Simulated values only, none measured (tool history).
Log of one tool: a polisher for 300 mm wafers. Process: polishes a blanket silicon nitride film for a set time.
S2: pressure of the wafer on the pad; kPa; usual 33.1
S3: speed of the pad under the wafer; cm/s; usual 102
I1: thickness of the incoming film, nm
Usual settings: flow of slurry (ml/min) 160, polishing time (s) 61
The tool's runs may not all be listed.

Run 1, hour 0: usual settings; I1 696.1. Result: film removed (nm) 130.3.
Run 2, hour 33.1: usual settings but S2 35.9 kPa; I1 698.1. Result: film removed (nm) 140.4.
At hour 104.7: slurry nozzle cleaned.
At hour 126.4: head pressure recalibrated.
At hour 129.6: worn pad replaced by a new one.
Run 3, hour 183.7: usual settings but S2 35.9 kPa; I1 698.2. Result: film removed (nm) 145.5.
Run 4, hour 236: usual settings; I1 692.8. Result: film removed (nm) 132.3.
Run 5, hour 288.4: usual settings; I1 680.8. Result: film removed (nm) 134.7.
Run 6, hour 338.3: usual settings; I1 687.3. Result: film removed (nm) 132.2.
Run 7, hour 387.2: usual settings but flow of slurry (ml/min) 125, S2 40.7 kPa; I1 678.8. Result: film removed (nm) 148.7.
Run 8, hour 416.4: usual settings but flow of slurry (ml/min) 125, S2 40.7 kPa; I1 695.6. Result: film removed (nm) 151.1.
Run 9, hour 482.4: usual settings but flow of slurry (ml/min) 125, S2 40.7 kPa; I1 695.2. Result: film removed (nm) 148.9.
At hour 523.5: worn pad replaced by a new one.
Run 10, hour 528.2: usual settings but S2 25.5 kPa; I1 697. Result: film removed (nm) 100.7.
At hour 572.2: slurry nozzle cleaned.
At hour 577: head pressure recalibrated.
Run 11, hour 599.4: usual settings but S2 25.5 kPa; I1 696.3. Result: film removed (nm) 104.9.
Run 12, hour 665.9: usual settings but flow of slurry (ml/min) 120, S3 86 cm/s; I1 691.7. Result: film removed (nm) 115.3.
Run 13, hour 691: usual settings; I1 695.5. Result: film removed (nm) 133.
Run 14, hour 732.8: usual settings; I1 682.9. Result: film removed (nm) 132.8.
Run 15, hour 775.3: usual settings; I1 678.6. Result: film removed (nm) 132.2.
Run 16, hour 812: usual settings but polishing time (s) 57; I1 689.9. Result: film removed (nm) 122.4.
Run 17, hour 876.2: usual settings; I1 682.6. Result: film removed (nm) 128.6.
Run 18, hour 914.9: usual settings; I1 686.5. Result: film removed (nm) 127.9.
At hour 949.5: worn pad replaced by a new one.
Run 19, hour 950: usual settings but flow of slurry (ml/min) 130, S2 40.7 kPa, polishing time (s) 40; I1 696.3. Result: film removed (nm) 101.7.
At hour 953.2: slurry nozzle cleaned.
At hour 954: head pressure recalibrated.
Run 20, hour 1149.4: usual settings; I1 692.2. Result: film removed (nm) 133.8.
Run 21, hour 1218.2: usual settings but S2 42.7 kPa, S3 126 cm/s; I1 679.4. Result: film removed (nm) 192.1.
Run 22, hour 1284.9: usual settings; I1 685.3. Result: film removed (nm) 129.8.
At hour 1316.3: slurry nozzle cleaned.
Run 23, hour 1324.4: usual settings but S2 44.1 kPa; I1 687.3. Result: film removed (nm) 180.8.
At hour 1332.7: worn pad replaced by a new one.
At hour 1335.3: head pressure recalibrated.
Run 24, hour 1358.8: usual settings; I1 683.6. Result: film removed (nm) 134.8.
Run 25, hour 1419.6: usual settings but S2 23.4 kPa; I1 684.6. Result: film removed (nm) 94.7.
Run 26, hour 1488.9: usual settings but flow of slurry (ml/min) 120, S2 22.8 kPa, S3 122 cm/s; I1 686.8. Result: film removed (nm) 94.8.
Run 27, hour 1541.5: usual settings but flow of slurry (ml/min) 185, S2 37.9 kPa, S3 68 cm/s; I1 698.5. Result: film removed (nm) 126.8.
Run 28, hour 1584.4: usual settings; I1 683.9. Result: film removed (nm) 131.2.
Run 29, hour 1617.8: usual settings but flow of slurry (ml/min) 125, S2 40.7 kPa; I1 687.2. Result: film removed (nm) 150.8.
Run 30, hour 1658.5: usual settings; I1 685.6. Result: film removed (nm) 129.1.
At hour 1699.7: slurry nozzle cleaned.
Run 31, hour 1723.5: usual settings; I1 686.9. Result: film removed (nm) 132.
At hour 1758.7: worn pad replaced by a new one.
At hour 1775.1: head pressure recalibrated.
Run 32, hour 1782.2: usual settings; I1 689.8. Result: film removed (nm) 134.9.
Run 33, hour 1815.6: usual settings but S2 39.3 kPa, S3 80 cm/s; I1 701.6. Result: film removed (nm) 141.9.
Run 34, hour 1864.9: usual settings but S2 26.9 kPa, S3 134 cm/s, polishing time (s) 81; I1 691.9. Result: film removed (nm) 166.2.
Run 35, hour 1925.2: usual settings but flow of slurry (ml/min) 145, S2 41.4 kPa; I1 689.1. Result: film removed (nm) 158.9.
Run 36, hour 1957: usual settings but flow of slurry (ml/min) 145; I1 697.1. Result: film removed (nm) 128.7.
Run 37, hour 1982.2: usual settings but flow of slurry (ml/min) 200; I1 696.7. Result: film removed (nm) 138.2.

Forecast each of these 3 alternatives for the next run:
Run A, hour 1982.6: usual settings but flow of slurry (ml/min) 110; I1 701.5. Result: film removed (nm) ?.
Run B, hour 1982.6: usual settings but flow of slurry (ml/min) 205; I1 701.5. Result: film removed (nm) ?.
Run C, hour 1982.6: usual settings but polishing time (s) 72; I1 701.5. Result: film removed (nm) ?.

run  film removed (nm)
  A              118.2
  B              137.2
  C              154.4
Without the tool's hidden state the same runs would have given:
run  film removed (nm)
  A              126.7
  B                143
  C              162.4
